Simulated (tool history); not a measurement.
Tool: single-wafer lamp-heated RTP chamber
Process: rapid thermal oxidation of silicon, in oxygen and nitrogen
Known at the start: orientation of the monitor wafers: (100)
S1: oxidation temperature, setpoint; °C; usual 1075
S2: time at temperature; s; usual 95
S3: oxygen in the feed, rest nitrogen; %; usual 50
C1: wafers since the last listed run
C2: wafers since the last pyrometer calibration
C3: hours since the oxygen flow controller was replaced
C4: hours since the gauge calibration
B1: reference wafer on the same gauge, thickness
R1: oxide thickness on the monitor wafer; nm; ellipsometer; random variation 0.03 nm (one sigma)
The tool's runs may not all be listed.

| run | day | S1 | S2 | S3 | C1 | C2 | C3 | C4 | B1 | R1 |
|---|---|---|---|---|---|---|---|---|---|---|
| 1 | 0 | 1075 | 95 | 63 | 0 | 5144 | 4467 | 887.5 | 7.662 | 9.935 |
| 2 | 0.967 | 1075 | 95 | 63 | 324 | 5469 | 4490.2 | 910.7 | 7.664 | 10.035 |
| 3 | 2.158 | 1075 | 95 | 50 | 400 | 5869 | 4518.8 | 939.3 | 7.673 | 9.278 |
| 4 | 3.325 | 1075 | 95 | 50 | 392 | 6262 | 4546.8 | 967.3 | 7.676 | 9.332 |
| 5 | 4.4 | 1075 | 84 | 50 | 361 | 6623 | 4572.6 | 993.1 | 7.682 | 8.882 |
| 6 | 4.967 | 1075 | 84 | 50 | 190 | 6814 | 4586.2 | 1006.7 | 7.672 | 8.841 |
|  | 6.025 | pyrometer window cleaned and pyrometer calibrated |
| 7 | 6.204 | 1075 | 84 | 50 | 303 | 60 | 4615.9 | 1036.4 | 7.679 | 8.531 |
| 8 | 6.95 | 1075 | 95 | 50 | 250 | 311 | 4633.8 | 1054.3 | 7.67 | 9.023 |
| 9 | 7.896 | 1075 | 95 | 50 | 317 | 629 | 4656.5 | 1077 | 7.662 | 9.02 |
| 10 | 8.483 | 1075 | 81 | 50 | 197 | 826 | 4670.6 | 1091.1 | 7.664 | 8.362 |
| 11 | 9.75 | 1075 | 81 | 50 | 425 | 1252 | 4701 | 1121.5 | 7.676 | 8.374 |
|  | 9.954 | gauge calibrated |
| 12 | 10.312 | 1075 | 81 | 50 | 189 | 1441 | 4714.5 | 8.6 | 7.667 | 8.374 |
| 13 | 11.583 | 1082 | 95 | 50 | 427 | 1868 | 4745 | 39.1 | 7.667 | 9.509 |
| 14 | 12.467 | 1075 | 62 | 50 | 296 | 2165 | 4766.2 | 60.3 | 7.671 | 7.481 |
| 15 | 13.721 | 1075 | 63 | 70 | 421 | 2587 | 4796.3 | 90.4 | 7.673 | 8.531 |
| 16 | 14.633 | 1075 | 95 | 50 | 306 | 2894 | 4818.2 | 112.3 | 7.665 | 9.074 |
| 17 | 15.696 | 1075 | 95 | 41 | 357 | 3251 | 4843.7 | 137.8 | 7.67 | 8.467 |
| 18 | 16.217 | 1101 | 78 | 71 | 175 | 3426 | 4856.2 | 150.3 | 7.671 | 11.189 |
| 19 | 20.6 | 1088 | 77 | 23 | 1473 | 4900 | 4961.4 | 255.5 | 7.668 | 6.901 |
| 20 | 22.2 | 1098 | 48 | 70 | 537 | 5437 | 4999.8 | 293.9 | 7.661 | 8.869 |
| 21 | 22.867 | 1099 | 95 | 50 | 224 | 5662 | 5015.8 | 309.9 | 7.676 | 10.804 |
|  | 23.888 | pyrometer window cleaned and pyrometer calibrated |
| 22 | 23.908 | 1050 | 95 | 33 | 238 | 7 | 5040.8 | 334.9 | 7.67 | 6.501 |
|  | 24.271 | oxygen flow controller replaced |
| 23 | 24.746 | 1094 | 131 | 62 | 169 | 176 | 11.4 | 355 | 7.664 | 12.595 |
| 24 | 26.05 | 1075 | 95 | 50 | 438 | 615 | 42.7 | 386.3 | 7.673 | 8.901 |
| 25 | 27.096 | 1102 | 130 | 29 | 351 | 966 | 67.8 | 411.4 | 7.671 | 10.05 |
| 26 | 28.542 | 1066 | 95 | 38 | 486 | 1452 | 102.5 | 446.1 | 7.683 | 7.601 |
| 27 | 29.938 | 1097 | 95 | 23 | 469 | 1922 | 136 | 479.6 | 7.673 | 7.768 |
| 28 | 31.117 | 1075 | 95 | 50 | 396 | 2318 | 164.3 | 507.9 | 7.672 | 8.91 |
| 29 | 31.625 | 1075 | 95 | 50 | 170 | 2489 | 176.5 | 520.1 | 7.672 | 8.937 |
| 30 | 33.121 | 1075 | 121 | 23 | 502 | 2992 | 212.4 | 556 | 7.666 | 7.586 |

Forecast run 31:
| 31 | 34.283 | 1075 | 95 | 50 | 390 | 3382 | 240.3 | 583.9 | ? | ? |

{"run 31": {"B1": 7.677, "R1": 9.064}}
Without the tool's hidden state the same run would have given R1 8.951 nm.
